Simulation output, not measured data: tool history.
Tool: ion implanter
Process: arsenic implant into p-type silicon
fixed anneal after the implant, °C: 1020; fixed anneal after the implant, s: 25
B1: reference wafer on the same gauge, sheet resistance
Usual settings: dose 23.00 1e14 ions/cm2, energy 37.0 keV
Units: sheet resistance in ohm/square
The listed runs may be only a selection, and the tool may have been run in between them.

run 1 hour=0.0 | dose=23.00 energy=37.0 | B1=63.86 | sheet_resistance=70.75
run 2 hour=98.3 | dose=23.00 energy=37.0 | B1=63.83 | sheet_resistance=70.76
run 3 hour=196.9 | dose=24.69 energy=37.0 | B1=63.94 | sheet_resistance=69.45
run 4 hour=239.7 | dose=23.00 energy=37.0 | B1=64.01 | sheet_resistance=70.81
run 5 hour=322.7 | dose=23.00 energy=37.0 | B1=64.09 | sheet_resistance=70.77
-- hour=358.6 extraction supply calibrated
run 6 hour=405.8 | dose=23.00 energy=37.0 | B1=64.15 | sheet_resistance=70.86
run 7 hour=504.9 | dose=23.00 energy=40.5 | B1=64.20 | sheet_resistance=68.50
-- hour=559.4 Faraday cup replaced and dose calibrated
run 8 hour=581.7 | dose=23.00 energy=37.0 | B1=64.23 | sheet_resistance=71.06
run 9 hour=681.2 | dose=23.00 energy=37.0 | B1=64.33 | sheet_resistance=71.05
run 10 hour=738.2 | dose=23.00 energy=37.0 | B1=64.38 | sheet_resistance=71.14
run 11 hour=824.9 | dose=19.52 energy=37.0 | B1=64.41 | sheet_resistance=75.89
run 12 hour=895.5 | dose=23.00 energy=37.0 | B1=64.55 | sheet_resistance=71.32
run 13 hour=1000.8 | dose=23.00 energy=37.0 | B1=64.59 | sheet_resistance=71.42
-- hour=1029.8 gauge calibrated
run 14 hour=1061.6 | dose=24.92 energy=46.0 | B1=63.34 | sheet_resistance=62.87
run 15 hour=1135.6 | dose=26.87 energy=46.5 | B1=63.27 | sheet_resistance=60.67
run 16 hour=1183.0 | dose=27.67 energy=48.0 | B1=63.34 | sheet_resistance=59.43
run 17 hour=1225.4 | dose=27.20 energy=42.0 | B1=63.33 | sheet_resistance=63.32
run 18 hour=1328.5 | dose=19.89 energy=37.0 | B1=63.37 | sheet_resistance=73.91
run 19 hour=1384.1 | dose=23.00 energy=37.0 | B1=63.33 | sheet_resistance=70.26
run 20 hour=1458.8 | dose=23.00 energy=37.0 | B1=63.35 | sheet_resistance=70.35
run 21 hour=1501.5 | dose=23.00 energy=37.0 | B1=63.30 | sheet_resistance=70.24
run 22 hour=1560.7 | dose=25.41 energy=48.5 | B1=63.41 | sheet_resistance=61.30
run 23 hour=1646.0 | dose=17.80 energy=37.0 | B1=63.39 | sheet_resistance=77.26
run 24 hour=1694.0 | dose=26.09 energy=48.0 | B1=63.46 | sheet_resistance=60.46
run 25 hour=1747.5 | dose=23.00 energy=37.0 | B1=63.43 | sheet_resistance=70.05
run 26 hour=1798.4 | dose=18.28 energy=49.5 | B1=63.45 | sheet_resistance=70.04
run 27 hour=1900.1 | dose=23.00 energy=37.0 | B1=63.46 | sheet_resistance=70.48
run 28 hour=2000.6 | dose=25.25 energy=49.5 | B1=63.48 | sheet_resistance=60.76
-- hour=2019.0 Faraday cup replaced and dose calibrated
run 29 hour=2047.5 | dose=23.00 energy=31.0 | B1=63.48 | sheet_resistance=75.26
run 30 hour=2143.3 | dose=28.07 energy=37.0 | B1=63.51 | sheet_resistance=66.23
run 31 hour=2249.6 | dose=23.00 energy=37.0 | B1=63.47 | sheet_resistance=70.33
run 32 hour=2332.2 | dose=23.00 energy=50.0 | B1=63.50 | sheet_resistance=62.82
run 33 hour=2422.4 | dose=23.00 energy=46.0 | B1=63.59 | sheet_resistance=64.97
run 34 hour=2500.3 | dose=25.41 energy=48.5 | B1=63.67 | sheet_resistance=61.44
run 35 hour=2539.2 | dose=23.00 energy=37.0 | B1=63.72 | sheet_resistance=70.51
run 36 hour=2619.0 | dose=23.00 energy=37.0 | B1=63.66 | sheet_resistance=70.54
run 37 hour=2715.0 | dose=23.00 energy=30.0 | B1=63.76 | sheet_resistance=76.31

What the log doesn't show, run by run:
deviation of the true dose from the Faraday cup's reading, %: 0 in every run
deviation of the true energy from its setpoint, %: 0 in every run
H1: gauge reads high (%)
run=1 H1=1.02
run=2 H1=1.12
run=3 H1=1.22
run=4 H1=1.27
run=5 H1=1.36
run=6 H1=1.45
run=7 H1=1.57
run=8 H1=1.67
run=9 H1=1.79
run=10 H1=1.87
run=11 H1=1.98
run=12 H1=2.08
run=13 H1=2.23
run=14 H1=0.203
run=15 H1=0.206
run=16 H1=0.209
run=17 H1=0.212
run=18 H1=0.224
run=19 H1=0.232
run=20 H1=0.246
run=21 H1=0.255
run=22 H1=0.269
run=23 H1=0.292
run=24 H1=0.306
run=25 H1=0.323
run=26 H1=0.341
run=27 H1=0.38
run=28 H1=0.423
run=29 H1=0.445
run=30 H1=0.492
run=31 H1=0.55
run=32 H1=0.599
run=33 H1=0.655
run=34 H1=0.707
run=35 H1=0.734
run=36 H1=0.792
run=37 H1=0.865
